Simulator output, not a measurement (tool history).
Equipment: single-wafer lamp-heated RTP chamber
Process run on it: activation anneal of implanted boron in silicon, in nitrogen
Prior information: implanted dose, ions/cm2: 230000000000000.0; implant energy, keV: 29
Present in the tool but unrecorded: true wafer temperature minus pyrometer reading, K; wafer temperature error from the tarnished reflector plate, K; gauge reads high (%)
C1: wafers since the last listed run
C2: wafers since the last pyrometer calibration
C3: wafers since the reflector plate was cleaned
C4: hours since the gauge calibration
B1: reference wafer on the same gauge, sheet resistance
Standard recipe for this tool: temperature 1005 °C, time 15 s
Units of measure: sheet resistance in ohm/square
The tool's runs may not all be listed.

Run 1, hour 0: usual settings but temperature 988 °C; C1 0; C2 2113; C3 3889; C4 422.1; B1 304.98. Result: sheet resistance 384.29 ohm/square.
Run 2, hour 107.2: usual settings but temperature 988 °C; C1 2132; C2 4246; C3 6021; C4 529.3; B1 304.87. Result: sheet resistance 382.66 ohm/square.
Run 3, hour 204: usual settings; C1 1925; C2 6172; C3 7947; C4 626.1; B1 304.92. Result: sheet resistance 376.59 ohm/square.
Run 4, hour 300.1: usual settings; C1 1911; C2 8084; C3 9859; C4 722.2; B1 305.04. Result: sheet resistance 377.6 ohm/square.
At hour 323.6: reflector plate cleaned.
Run 5, hour 402.4: usual settings; C1 1876; C2 9960; C3 1568; C4 824.5; B1 305.01. Result: sheet resistance 376.75 ohm/square.
Run 6, hour 448.2: usual settings; C1 911; C2 10871; C3 2479; C4 870.3; B1 305.06. Result: sheet resistance 376.45 ohm/square.
At hour 461.7: pyrometer window cleaned and pyrometer calibrated.
Run 7, hour 535.9: usual settings; C1 1585; C2 1476; C3 4065; C4 958; B1 304.88. Result: sheet resistance 378.01 ohm/square.
Run 8, hour 641.7: usual settings; C1 2104; C2 3581; C3 6169; C4 1063.8; B1 304.96. Result: sheet resistance 377.38 ohm/square.
Run 9, hour 745.3: usual settings; C1 2061; C2 5642; C3 8231; C4 1167.4; B1 304.86. Result: sheet resistance 376.47 ohm/square.
Run 10, hour 784: usual settings; C1 769; C2 6412; C3 9000; C4 1206.1; B1 305.25. Result: sheet resistance 377.2 ohm/square.
At hour 879.1: reflector plate cleaned.
Run 11, hour 880.9: usual settings; C1 1768; C2 8181; C3 35; C4 1303; B1 305.09. Result: sheet resistance 377.61 ohm/square.
Run 12, hour 974.5: usual settings; C1 1862; C2 10043; C3 1897; C4 1396.6; B1 305.02. Result: sheet resistance 376.13 ohm/square.
Run 13, hour 1030.4: usual settings; C1 1112; C2 11155; C3 3009; C4 1452.5; B1 305. Result: sheet resistance 376.26 ohm/square.
At hour 1061.2: pyrometer window cleaned and pyrometer calibrated.
Run 14, hour 1107.9: usual settings; C1 1382; C2 929; C3 4392; C4 1530; B1 304.99. Result: sheet resistance 378.51 ohm/square.
Run 15, hour 1166.7: usual settings; C1 1169; C2 2098; C3 5562; C4 1588.8; B1 304.98. Result: sheet resistance 378.15 ohm/square.
At hour 1217.3: gauge calibrated.
Run 16, hour 1238.5: usual settings; C1 1428; C2 3527; C3 6990; C4 21.2; B1 304.99. Result: sheet resistance 376.59 ohm/square.
Run 17, hour 1333.1: usual settings but temperature 976 °C, time 17 s; C1 1882; C2 5409; C3 8872; C4 115.8; B1 305.21. Result: sheet resistance 386.64 ohm/square.
At hour 1381.3: reflector plate cleaned.
Run 18, hour 1399: usual settings; C1 1151; C2 6561; C3 351; C4 181.7; B1 304.99. Result: sheet resistance 376.42 ohm/square.
Run 19, hour 1490.8: usual settings but temperature 1023 °C, time 13 s; C1 1826; C2 8387; C3 2177; C4 273.5; B1 305.05. Result: sheet resistance 375.57 ohm/square.
Run 20, hour 1550.5: usual settings; C1 1187; C2 9575; C3 3365; C4 333.2; B1 304.98. Result: sheet resistance 376.85 ohm/square.
At hour 1606.5: pyrometer window cleaned and pyrometer calibrated.
Run 21, hour 1607: usual settings but time 19 s; C1 964; C2 10; C3 4330; C4 389.7; B1 305.07. Result: sheet resistance 378.97 ohm/square.
Run 22, hour 1661.1: usual settings but temperature 1032 °C; C1 1076; C2 1086; C3 5406; C4 443.8; B1 305.05. Result: sheet resistance 375.44 ohm/square.
Run 23, hour 1756.3: usual settings but temperature 1030 °C, time 20 s; C1 1893; C2 2980; C3 7300; C4 539; B1 305.23. Result: sheet resistance 374.2 ohm/square.
Run 24, hour 1846.3: usual settings but temperature 982 °C; C1 1790; C2 4770; C3 9091; C4 629; B1 305.13. Result: sheet resistance 386.16 ohm/square.
Run 25, hour 1915.4: usual settings but temperature 984 °C, time 6 s; C1 1374; C2 6145; C3 10465; C4 698.1; B1 305.14. Result: sheet resistance 387.76 ohm/square.
Run 26, hour 1963.4: usual settings; C1 954; C2 7100; C3 11420; C4 746.1; B1 304.96. Result: sheet resistance 377.39 ohm/square.
Run 27, hour 2007.2: usual settings but temperature 1034 °C, time 23 s; C1 871; C2 7972; C3 12292; C4 789.9; B1 304.92. Result: sheet resistance 373.29 ohm/square.
At hour 2028.6: reflector plate cleaned.
Run 28, hour 2080: usual settings but temperature 982 °C, time 9 s; C1 1289; C2 9261; C3 1023; C4 862.7; B1 304.98. Result: sheet resistance 385.21 ohm/square.
Run 29, hour 2162.4: usual settings but temperature 988 °C; C1 1639; C2 10900; C3 2662; C4 945.1; B1 304.98. Result: sheet resistance 380.29 ohm/square.
At hour 2204.2: pyrometer window cleaned and pyrometer calibrated.
Run 30, hour 2242.2: usual settings but temperature 988 °C, time 7 s; C1 1428; C2 756; C3 4091; C4 1024.9; B1 305.23. Result: sheet resistance 391.25 ohm/square.
Run 31, hour 2313.2: usual settings but time 11 s; C1 1412; C2 2169; C3 5503; C4 1095.9; B1 305.02. Result: sheet resistance 379.02 ohm/square.
Run 32, hour 2397.4: usual settings but temperature 1035 °C; C1 1675; C2 3844; C3 7178; C4 1180.1; B1 305.07. Result: sheet resistance 375.33 ohm/square.
Run 33, hour 2461.4: usual settings; C1 1273; C2 5117; C3 8452; C4 1244.1; B1 304.8. Result: sheet resistance 377.06 ohm/square.
Run 34, hour 2506.6: usual settings but temperature 1013 °C, time 8 s; C1 899; C2 6016; C3 9351; C4 1289.3; B1 304.86. Result: sheet resistance 376.73 ohm/square.
At hour 2549.2: reflector plate cleaned.
Run 35, hour 2566.1: usual settings but temperature 1027 °C, time 19 s; C1 1024; C2 7041; C3 335; C4 1348.8; B1 304.88. Result: sheet resistance 374.52 ohm/square.
Run 36, hour 2660.7: usual settings; C1 1882; C2 8923; C3 2217; C4 1443.4; B1 305. Result: sheet resistance 377.59 ohm/square.

Some steps in sheet resistance, run to run, broken into two amounts with sign: the step expected even without the hidden condition (settings, incoming material, random variation), and the rest, left for the hidden condition together with whatever gauge scatter is not in both the measured and the hidden-condition-free result:
Run 16 -> 17: temperature 1005 -> 976, time 15 -> 17. sheet resistance +10.05 ohm/square: hidden state -8.73, all else +18.78.
Run 17 -> 18: temperature 976 -> 1005, time 17 -> 15, reflector plate cleaned. sheet resistance -10.22 ohm/square: hidden state +8.34, all else -18.56.
Run 23 -> 24: temperature 1030 -> 982, time 20 -> 15. sheet resistance +11.96 ohm/square: hidden state -7.45, all else +19.41.
Run 27 -> 28: temperature 1034 -> 982, time 23 -> 9, reflector plate cleaned. sheet resistance +11.92 ohm/square: hidden state -10.11, all else +22.03.
Run 30 -> 31: temperature 988 -> 1005, time 7 -> 11. sheet resistance -12.23 ohm/square: hidden state +0.49, all else -12.72.

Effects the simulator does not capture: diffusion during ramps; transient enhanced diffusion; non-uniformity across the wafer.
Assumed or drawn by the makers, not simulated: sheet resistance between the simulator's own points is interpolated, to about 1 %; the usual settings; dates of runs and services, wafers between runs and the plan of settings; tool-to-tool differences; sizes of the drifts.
